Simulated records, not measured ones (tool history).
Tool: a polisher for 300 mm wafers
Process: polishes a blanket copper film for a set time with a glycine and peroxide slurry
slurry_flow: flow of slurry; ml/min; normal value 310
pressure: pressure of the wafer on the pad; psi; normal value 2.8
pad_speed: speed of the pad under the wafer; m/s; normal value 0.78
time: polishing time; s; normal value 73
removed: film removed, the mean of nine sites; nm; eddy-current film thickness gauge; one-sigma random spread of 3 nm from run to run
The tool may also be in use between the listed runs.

| run | day | slurry_flow | pressure | pad_speed | time | incoming thickness of the incoming film, nm | removed |
|---|---|---|---|---|---|---|---|
| 1 | 0 | 310 | 2.8 | 0.78 | 73 | 2053.9 | 345.7 |
| 2 | 0.821 | 310 | 2.8 | 0.78 | 73 | 2090.4 | 338.9 |
|  | 1.575 | worn pad replaced by a new one |
| 3 | 1.771 | 310 | 2.8 | 0.78 | 73 | 2059.3 | 347.9 |
| 4 | 2.529 | 310 | 2.8 | 0.78 | 73 | 2070.6 | 348.9 |
|  | 5.546 | worn pad replaced by a new one, of another model than before |
|  | 6.542 | head pressure recalibrated |
| 5 | 6.683 | 310 | 2.8 | 0.78 | 73 | 2068.6 | 347.8 |
| 6 | 7.471 | 310 | 2.8 | 0.78 | 73 | 2045 | 344.8 |
| 7 | 8.758 | 310 | 2.8 | 0.78 | 73 | 2085.6 | 331.6 |
|  | 9.825 | worn pad replaced by a new one |
| 8 | 9.979 | 310 | 2.8 | 0.78 | 73 | 2064.9 | 355.8 |
|  | 10.696 | slurry nozzle cleaned |
| 9 | 11.275 | 310 | 2.8 | 0.78 | 73 | 2095.8 | 351.3 |
| 10 | 12.762 | 310 | 1.9 | 0.94 | 97 | 2049.3 | 371.8 |
|  | 13.442 | worn pad replaced by a new one |
| 11 | 13.512 | 310 | 2.8 | 0.78 | 73 | 2064 | 353.7 |
| 12 | 14.917 | 380 | 2.8 | 0.98 | 73 | 2062.2 | 391.6 |
| 13 | 15.45 | 340 | 2.2 | 0.78 | 56 | 2068 | 223.8 |
| 14 | 15.988 | 310 | 2.8 | 0.78 | 73 | 2062 | 343 |
| 15 | 16.533 | 310 | 2.8 | 0.6 | 73 | 2037.1 | 303 |

Run 16 is up next; what results do you expect?
|  | 17.042 | worn pad replaced by a new one |
| 16 | 17.271 | 310 | 2.8 | 0.78 | 73 | 2072.7 | ? |

{"run 16": {"removed": 352.3}}
Were there no unlogged condition in the tool, this run, its random variation unchanged, would have produced removed 357.9 nm.
